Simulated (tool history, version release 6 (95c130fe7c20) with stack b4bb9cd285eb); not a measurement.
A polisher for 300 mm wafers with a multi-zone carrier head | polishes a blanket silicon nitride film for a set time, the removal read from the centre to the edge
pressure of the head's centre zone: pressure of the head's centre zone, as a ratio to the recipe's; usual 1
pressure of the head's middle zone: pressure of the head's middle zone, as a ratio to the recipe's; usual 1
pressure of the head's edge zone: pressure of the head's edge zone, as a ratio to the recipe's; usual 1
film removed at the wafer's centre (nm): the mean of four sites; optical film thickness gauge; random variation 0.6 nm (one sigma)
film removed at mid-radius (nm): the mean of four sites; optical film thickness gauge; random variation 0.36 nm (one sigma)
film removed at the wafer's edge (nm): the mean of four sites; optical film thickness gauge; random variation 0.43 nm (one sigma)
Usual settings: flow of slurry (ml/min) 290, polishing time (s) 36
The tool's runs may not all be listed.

run    hour  flow of slurry (ml/min)  pressure of the head's centre zone  pressure of the head's middle zone  pressure of the head's edge zone  polishing time (s)  wafers since the last listed run  wafers polished on this pad  hours since the slurry nozzle was cleaned  hours since the centre zone pressure was calibrated  hours since the edge zone pressure was calibrated  hours since the carrier head's membrane was replaced  incoming thickness of the incoming film, nm  film removed at the wafer's centre (nm)  film removed at mid-radius (nm)  film removed at the wafer's edge (nm)
  1       0                      290                                   1                                   1                              1.03                  36                                 0                         2876                                       79.9                                                372.5                                              117.3                                                 665.7                                        581.3                                     39.7                             39.6                                     39
  2    52.5                      290                                   1                                   1                              1.03                  36                               914                         3791                                      132.4                                                  425                                              169.8                                                 718.2                                        564.6                                     39.6                             38.4                                   39.4
      105.8  -- worn pad replaced by a new one
  3   289.8                      290                                   1                                   1                                 1                  36                              4065                         3206                                      369.7                                                662.3                                              407.1                                                 955.5                                          582                                     40.2                             36.7                                   37.4
      339.5  -- worn pad replaced by a new one
  4   351.2                      290                                   1                                   1                                 1                  36                              1000                          203                                      431.1                                                723.7                                              468.5                                                1016.9                                        567.4                                     39.6                             36.7                                   37.5
      367.4  -- slurry nozzle cleaned
  5   410.8                      290                                   1                                   1                                 1                  36                              1021                         1224                                       43.4                                                783.3                                              528.1                                                1076.5                                        571.6                                     44.4                             39.3                                   38.9
      437.3  -- centre zone pressure recalibrated
  6   474.2                      290                                   1                                   1                                 1                  36                              1069                         2294                                      106.8                                                 36.9                                              591.5                                                1139.9                                        556.7                                     38.5                             39.1                                   38.2
      575.1  -- edge zone pressure recalibrated
  7   581.2                      290                                   1                                   1                                 1                  33                              1829                         4124                                      213.8                                                143.9                                                6.1                                                1246.9                                        569.4                                     34.9                               35                                   35.4
      587.2  -- worn pad replaced by a new one
  8   671.2                      290                                   1                                   1                                 1                  33                              1498                         1463                                      303.8                                                233.9                                               96.1                                                1336.9                                          576                                     35.3                             34.3                                     35
  9   713.4                      240                                0.89                                   1                                 1                  36                               735                         2199                                        346                                                276.1                                              138.3                                                1379.1                                        568.1                                     31.8                             35.7                                   36.8
      765.9  -- slurry nozzle cleaned
      788.1  -- carrier head's membrane replaced by a new one
 10   805.7                      290                                   1                                0.93                                 1                  36                              1503                         3702                                       39.8                                                368.4                                              230.6                                                  17.6                                        567.2                                     41.1                             36.9                                     40
      838.3  -- worn pad replaced by a new one
 11   845.5                      290                                0.91                                0.92                                 1                  43                               623                          125                                       79.6                                                408.2                                              270.4                                                  57.4                                        569.2                                     43.5                             42.7                                   47.1
 12     903                      290                                   1                                0.97                                 1                  36                              1001                         1127                                      137.1                                                465.7                                              327.9                                                 114.9                                        573.2                                     39.5                             37.3                                   38.6
 13   992.9                      290                                   1                                   1                                 1                  36                              1566                         2693                                        227                                                555.6                                              417.8                                                 204.8                                        578.2                                     39.4                             37.7                                   38.4
 14  1077.2                      290                                   1                                   1                                 1                  36                              1469                         4162                                      311.3                                                639.9                                              502.1                                                 289.1                                        565.3                                     39.2                             36.6                                   37.1
     1087.7  -- worn pad replaced by a new one
 15  1146.5                      290                                   1                                   1                                 1                  33                              1137                         1024                                      380.6                                                709.2                                              571.4                                                 358.4                                        572.5                                     36.7                             33.3                                   34.3
     1179.9  -- slurry nozzle cleaned
 16  1206.6                      290                                0.92                                 1.1                              1.09                  36                              1029                         2053                                       26.7                                                769.3                                              631.5                                                 418.5                                        569.5                                     41.2                             43.2                                   40.1

3 ways to go on from here, each from the tool as it stands after run 16. What would each give?
  A  1207                      290                                   1                                   1                                 1                  25                                 6                         2060                                       27.1                                                769.7                                              631.9                                                 418.9                                        566.7                                        ?                                ?                                      ?
  B  1207                      290                                0.95                                   1                              0.95                  36                                 6                         2060                                       27.1                                                769.7                                              631.9                                                 418.9                                        566.7                                        ?                                ?                                      ?
  C  1207                      290                                   1                                 1.1                              0.92                  40                                 6                         2060                                       27.1                                                769.7                                              631.9                                                 418.9                                        566.7                                        ?                                ?                                      ?

run  film removed at the wafer's centre (nm)  film removed at mid-radius (nm)  film removed at the wafer's edge (nm)
  A                                     29.9                             27.6                                   27.6
  B                                     41.1                             39.7                                     39
  C                                     47.9                             47.9                                   42.9
Without the tool's hidden state the same runs would have given:
run  film removed at the wafer's centre (nm)  film removed at mid-radius (nm)  film removed at the wafer's edge (nm)
  A                                     27.5                             28.1                                   27.9
  B                                     37.8                             40.4                                   39.5
  C                                       44                             48.7                                   43.4
